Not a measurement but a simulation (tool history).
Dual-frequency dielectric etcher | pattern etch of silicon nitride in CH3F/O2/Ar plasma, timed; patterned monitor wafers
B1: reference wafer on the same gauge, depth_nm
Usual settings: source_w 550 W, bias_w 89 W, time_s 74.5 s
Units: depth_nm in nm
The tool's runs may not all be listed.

{"run": 1, "day": 0.0, "source_w": 550, "bias_w": 89, "time_s": 74.5, "B1": 67.4, "depth_nm": 64.5}
{"run": 2, "day": 1.879, "source_w": 480, "bias_w": 89, "time_s": 74.5, "B1": 67.4, "depth_nm": 59.4}
{"run": 3, "day": 5.433, "source_w": 550, "bias_w": 89, "time_s": 74.5, "B1": 67.4, "depth_nm": 64.5}
{"run": 4, "day": 9.854, "source_w": 550, "bias_w": 89, "time_s": 74.5, "B1": 67.4, "depth_nm": 64.6}
{"day": 11.617, "done": "wet clean of the chamber"}
{"run": 5, "day": 13.479, "source_w": 550, "bias_w": 89, "time_s": 74.5, "B1": 67.4, "depth_nm": 64.4}
{"run": 6, "day": 24.075, "source_w": 550, "bias_w": 89, "time_s": 74.5, "B1": 67.4, "depth_nm": 64.5}
{"day": 28.279, "done": "wet clean of the chamber"}
{"run": 7, "day": 28.471, "source_w": 550, "bias_w": 89, "time_s": 64, "B1": 67.4, "depth_nm": 55.4}
{"run": 8, "day": 30.096, "source_w": 550, "bias_w": 89, "time_s": 64, "B1": 67.4, "depth_nm": 55.5}
{"run": 9, "day": 34.033, "source_w": 550, "bias_w": 89, "time_s": 74.5, "B1": 67.4, "depth_nm": 64.3}
{"run": 10, "day": 35.946, "source_w": 550, "bias_w": 89, "time_s": 74.5, "B1": 67.4, "depth_nm": 64.4}
{"run": 11, "day": 40.317, "source_w": 550, "bias_w": 89, "time_s": 74.5, "B1": 67.4, "depth_nm": 64.8}
{"day": 41.279, "done": "source power generator calibrated"}
{"day": 41.496, "done": "gauge calibrated"}
{"day": 42.633, "done": "bias power generator calibrated"}
{"run": 12, "day": 43.067, "source_w": 550, "bias_w": 89, "time_s": 74.5, "B1": 67.4, "depth_nm": 64.6}
{"day": 46.025, "done": "wet clean of the chamber"}
{"run": 13, "day": 47.421, "source_w": 460, "bias_w": 107, "time_s": 91.5, "B1": 67.4, "depth_nm": 77.1}
{"run": 14, "day": 51.462, "source_w": 500, "bias_w": 89, "time_s": 55, "B1": 67.4, "depth_nm": 44.9}
{"day": 53.542, "done": "upper electrode replaced"}
{"run": 15, "day": 53.958, "source_w": 500, "bias_w": 89, "time_s": 89.5, "B1": 67.4, "depth_nm": 72.9}
{"run": 16, "day": 57.221, "source_w": 550, "bias_w": 89, "time_s": 82, "B1": 67.4, "depth_nm": 71.1}
{"run": 17, "day": 58.8, "source_w": 440, "bias_w": 97, "time_s": 58.5, "B1": 67.4, "depth_nm": 45.5}
{"run": 18, "day": 62.275, "source_w": 550, "bias_w": 89, "time_s": 74.5, "B1": 67.4, "depth_nm": 64.4}
{"day": 64.321, "done": "wet clean of the chamber"}
{"run": 19, "day": 66.254, "source_w": 550, "bias_w": 108, "time_s": 52.5, "B1": 67.4, "depth_nm": 49.8}
{"run": 20, "day": 69.696, "source_w": 550, "bias_w": 89, "time_s": 53, "B1": 67.4, "depth_nm": 45.8}
{"run": 21, "day": 72.846, "source_w": 670, "bias_w": 108, "time_s": 56, "B1": 67.4, "depth_nm": 59}
{"run": 22, "day": 75.079, "source_w": 450, "bias_w": 103, "time_s": 82.5, "B1": 67.4, "depth_nm": 66.8}
{"run": 23, "day": 78.529, "source_w": 550, "bias_w": 89, "time_s": 74.5, "B1": 67.4, "depth_nm": 64.5}
{"day": 81.517, "done": "wet clean of the chamber"}
{"run": 24, "day": 82.012, "source_w": 660, "bias_w": 95, "time_s": 91, "B1": 67.4, "depth_nm": 90.4}

The tool's hidden state at each run:
etch rate over this chamber's usual, %: 0 in every run
source power that arrives over what is set, %: 0 in every run
bias power that arrives over what is set, %: 0 in every run
gauge reads high (%): 0 in every run
